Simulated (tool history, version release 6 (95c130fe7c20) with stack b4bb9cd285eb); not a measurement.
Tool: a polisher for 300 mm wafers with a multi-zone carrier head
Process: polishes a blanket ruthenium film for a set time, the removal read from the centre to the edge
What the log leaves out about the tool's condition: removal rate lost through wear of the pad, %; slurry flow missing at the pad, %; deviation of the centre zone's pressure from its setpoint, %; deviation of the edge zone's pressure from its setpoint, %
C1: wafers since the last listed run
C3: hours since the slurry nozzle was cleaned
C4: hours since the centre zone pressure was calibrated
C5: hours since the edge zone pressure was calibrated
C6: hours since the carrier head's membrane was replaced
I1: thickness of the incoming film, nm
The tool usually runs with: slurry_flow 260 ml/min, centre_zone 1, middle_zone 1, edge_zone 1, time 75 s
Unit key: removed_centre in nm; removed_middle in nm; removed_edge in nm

run 1 hour=0 | slurry_flow=260 centre_zone=1 middle_zone=1 edge_zone=1 time=75 | C1=0 wafers_polished_on_this_pad=2243 C3=177.1 C4=789.8 C5=376.8 C6=1238.9 | I1=308.9 | removed_centre=88.6 removed_middle=84.9 removed_edge=91.6
run 2 hour=104.2 | slurry_flow=260 centre_zone=1 middle_zone=1 edge_zone=1 time=95 | C1=1145 wafers_polished_on_this_pad=3389 C3=281.3 C4=894 C5=481 C6=1343.1 | I1=309.8 | removed_centre=112 removed_middle=111.1 removed_edge=113.1
-- hour=152.9 centre zone pressure recalibrated
-- hour=168 edge zone pressure recalibrated
run 3 hour=199.1 | slurry_flow=260 centre_zone=1 middle_zone=1 edge_zone=1 time=95 | C1=999 wafers_polished_on_this_pad=4388 C3=376.2 C4=46.2 C5=31.1 C6=1438 | I1=309.6 | removed_centre=113.6 removed_middle=113.6 removed_edge=114.1
run 4 hour=261.5 | slurry_flow=260 centre_zone=1 middle_zone=1 edge_zone=0.88 time=75 | C1=685 wafers_polished_on_this_pad=5074 C3=438.6 C4=108.6 C5=93.5 C6=1500.4 | I1=308.9 | removed_centre=88 removed_middle=88.4 removed_edge=86.2
-- hour=310.2 worn pad replaced by a new one
run 5 hour=348.2 | slurry_flow=235 centre_zone=1.05 middle_zone=0.93 edge_zone=1 time=65 | C1=909 wafers_polished_on_this_pad=417 C3=525.3 C4=195.3 C5=180.2 C6=1587.1 | I1=309.6 | removed_centre=80.3 removed_middle=69.5 removed_edge=76.5
run 6 hour=411.7 | slurry_flow=295 centre_zone=1 middle_zone=1.04 edge_zone=1.07 time=54 | C1=697 wafers_polished_on_this_pad=1115 C3=588.8 C4=258.8 C5=243.7 C6=1650.6 | I1=308.8 | removed_centre=65 removed_middle=67.1 removed_edge=67.5
run 7 hour=467.5 | slurry_flow=260 centre_zone=1 middle_zone=1 edge_zone=1 time=52 | C1=613 wafers_polished_on_this_pad=1728 C3=644.6 C4=314.6 C5=299.5 C6=1706.4 | I1=307.5 | removed_centre=61.7 removed_middle=60.2 removed_edge=61.8
run 8 hour=511.8 | slurry_flow=260 centre_zone=1 middle_zone=0.93 edge_zone=0.96 time=91 | C1=486 wafers_polished_on_this_pad=2215 C3=688.9 C4=358.9 C5=343.8 C6=1750.7 | I1=313 | removed_centre=107 removed_middle=98.7 removed_edge=108.1
run 9 hour=595.9 | slurry_flow=295 centre_zone=1 middle_zone=1.07 edge_zone=0.95 time=75 | C1=924 wafers_polished_on_this_pad=3139 C3=773 C4=443 C5=427.9 C6=1834.8 | I1=310.5 | removed_centre=90.1 removed_middle=95.1 removed_edge=90
-- hour=640.7 carrier head's membrane replaced by a new one
run 10 hour=652.9 | slurry_flow=235 centre_zone=1.12 middle_zone=1 edge_zone=1.09 time=101 | C1=571 wafers_polished_on_this_pad=3711 C3=830 C4=500 C5=484.9 C6=12.2 | I1=314 | removed_centre=132.4 removed_middle=117.8 removed_edge=125.6
-- hour=702.1 edge zone pressure recalibrated
run 11 hour=746.3 | slurry_flow=260 centre_zone=1.04 middle_zone=1 edge_zone=1 time=75 | C1=1004 wafers_polished_on_this_pad=4715 C3=923.4 C4=593.4 C5=44.2 C6=105.6 | I1=308.3 | removed_centre=92.1 removed_middle=87.8 removed_edge=89.1
-- hour=753.1 worn pad replaced by a new one
-- hour=784.7 slurry nozzle cleaned
run 12 hour=786.4 | slurry_flow=260 centre_zone=1 middle_zone=1 edge_zone=1 time=75 | C1=385 wafers_polished_on_this_pad=354 C3=1.7 C4=633.5 C5=84.3 C6=145.7 | I1=309.8 | removed_centre=88.1 removed_middle=85.4 removed_edge=88.7
run 13 hour=852 | slurry_flow=260 centre_zone=1 middle_zone=1 edge_zone=1 time=75 | C1=721 wafers_polished_on_this_pad=1075 C3=67.3 C4=699.1 C5=149.9 C6=211.3 | I1=314.9 | removed_centre=88.6 removed_middle=86.7 removed_edge=89.9
run 14 hour=902.1 | slurry_flow=260 centre_zone=1 middle_zone=1 edge_zone=1 time=75 | C1=550 wafers_polished_on_this_pad=1626 C3=117.4 C4=749.2 C5=200 C6=261.4 | I1=314.3 | removed_centre=88.9 removed_middle=88.1 removed_edge=87.8
run 15 hour=985.8 | slurry_flow=295 centre_zone=1.09 middle_zone=1.05 edge_zone=0.95 time=75 | C1=920 wafers_polished_on_this_pad=2546 C3=201.1 C4=832.9 C5=283.7 C6=345.1 | I1=306.4 | removed_centre=98 removed_middle=89.7 removed_edge=89
run 16 hour=1040.1 | slurry_flow=260 centre_zone=1.04 middle_zone=0.9 edge_zone=0.89 time=90 | C1=596 wafers_polished_on_this_pad=3143 C3=255.4 C4=887.2 C5=338 C6=399.4 | I1=311 | removed_centre=109.5 removed_middle=95.4 removed_edge=104.1
run 17 hour=1098.5 | slurry_flow=260 centre_zone=0.96 middle_zone=1 edge_zone=0.96 time=75 | C1=641 wafers_polished_on_this_pad=3785 C3=313.8 C4=945.6 C5=396.4 C6=457.8 | I1=307 | removed_centre=84.5 removed_middle=87 removed_edge=88.9
-- hour=1205.1 edge zone pressure recalibrated
run 18 hour=1206.4 | slurry_flow=260 centre_zone=1 middle_zone=1 edge_zone=0.89 time=75 | C1=1164 wafers_polished_on_this_pad=4949 C3=421.7 C4=1053.5 C5=1.3 C6=565.7 | I1=312.2 | removed_centre=88.6 removed_middle=85.9 removed_edge=85.5
-- hour=1301 worn pad replaced by a new one
run 19 hour=1301.5 | slurry_flow=260 centre_zone=1 middle_zone=1 edge_zone=1 time=75 | C1=1001 wafers_polished_on_this_pad=5 C3=516.8 C4=1148.6 C5=96.4 C6=660.8 | I1=308.7 | removed_centre=87.9 removed_middle=87.3 removed_edge=90.5
-- hour=1306.9 centre zone pressure recalibrated
run 20 hour=1359 | slurry_flow=295 centre_zone=1.06 middle_zone=1 edge_zone=1.05 time=57 | C1=610 wafers_polished_on_this_pad=615 C3=574.3 C4=52.1 C5=153.9 C6=718.3 | I1=310.7 | removed_centre=72.9 removed_middle=67 removed_edge=68.8
run 21 hour=1416.1 | slurry_flow=260 centre_zone=1 middle_zone=0.9 edge_zone=1 time=60 | C1=627 wafers_polished_on_this_pad=1243 C3=631.4 C4=109.2 C5=211 C6=775.4 | I1=309.5 | removed_centre=71.4 removed_middle=64.9 removed_edge=71.9

Predict each of these 5 candidate next runs independently; none follows another, all start after run 21:
run A hour=1416.5 | slurry_flow=260 centre_zone=1 middle_zone=1 edge_zone=1.11 time=75 | C1=4 wafers_polished_on_this_pad=1247 C3=631.8 C4=109.6 C5=211.4 C6=775.8 | I1=307.8 | removed_centre=? removed_middle=? removed_edge=?
run B hour=1416.5 | slurry_flow=260 centre_zone=1 middle_zone=1 edge_zone=1.03 time=75 | C1=4 wafers_polished_on_this_pad=1247 C3=631.8 C4=109.6 C5=211.4 C6=775.8 | I1=307.8 | removed_centre=? removed_middle=? removed_edge=?
run C hour=1416.5 | slurry_flow=285 centre_zone=1 middle_zone=0.9 edge_zone=1 time=75 | C1=4 wafers_polished_on_this_pad=1247 C3=631.8 C4=109.6 C5=211.4 C6=775.8 | I1=307.8 | removed_centre=? removed_middle=? removed_edge=?
run D hour=1416.5 | slurry_flow=350 centre_zone=1 middle_zone=1 edge_zone=1 time=75 | C1=4 wafers_polished_on_this_pad=1247 C3=631.8 C4=109.6 C5=211.4 C6=775.8 | I1=307.8 | removed_centre=? removed_middle=? removed_edge=?
run E hour=1416.5 | slurry_flow=260 centre_zone=1 middle_zone=0.94 edge_zone=1 time=98 | C1=4 wafers_polished_on_this_pad=1247 C3=631.8 C4=109.6 C5=211.4 C6=775.8 | I1=307.8 | removed_centre=? removed_middle=? removed_edge=?

run=A removed_centre=88.3 removed_middle=88.8 removed_edge=94.5
run=B removed_centre=88.3 removed_middle=88.8 removed_edge=91.7
run=C removed_centre=89.3 removed_middle=82.2 removed_edge=91.6
run=D removed_centre=91.4 removed_middle=91.6 removed_edge=92.9
run=E removed_centre=115.3 removed_middle=110.2 removed_edge=118.6
Stripped of hidden state, with their random variation kept, the same runs would have yielded:
run=A removed_centre=88.3 removed_middle=88.8 removed_edge=94.5
run=B removed_centre=88.3 removed_middle=88.8 removed_edge=91.7
run=C removed_centre=89.3 removed_middle=82.2 removed_edge=91.6
run=D removed_centre=91.4 removed_middle=91.6 removed_edge=92.9
run=E removed_centre=115.3 removed_middle=110.2 removed_edge=118.6

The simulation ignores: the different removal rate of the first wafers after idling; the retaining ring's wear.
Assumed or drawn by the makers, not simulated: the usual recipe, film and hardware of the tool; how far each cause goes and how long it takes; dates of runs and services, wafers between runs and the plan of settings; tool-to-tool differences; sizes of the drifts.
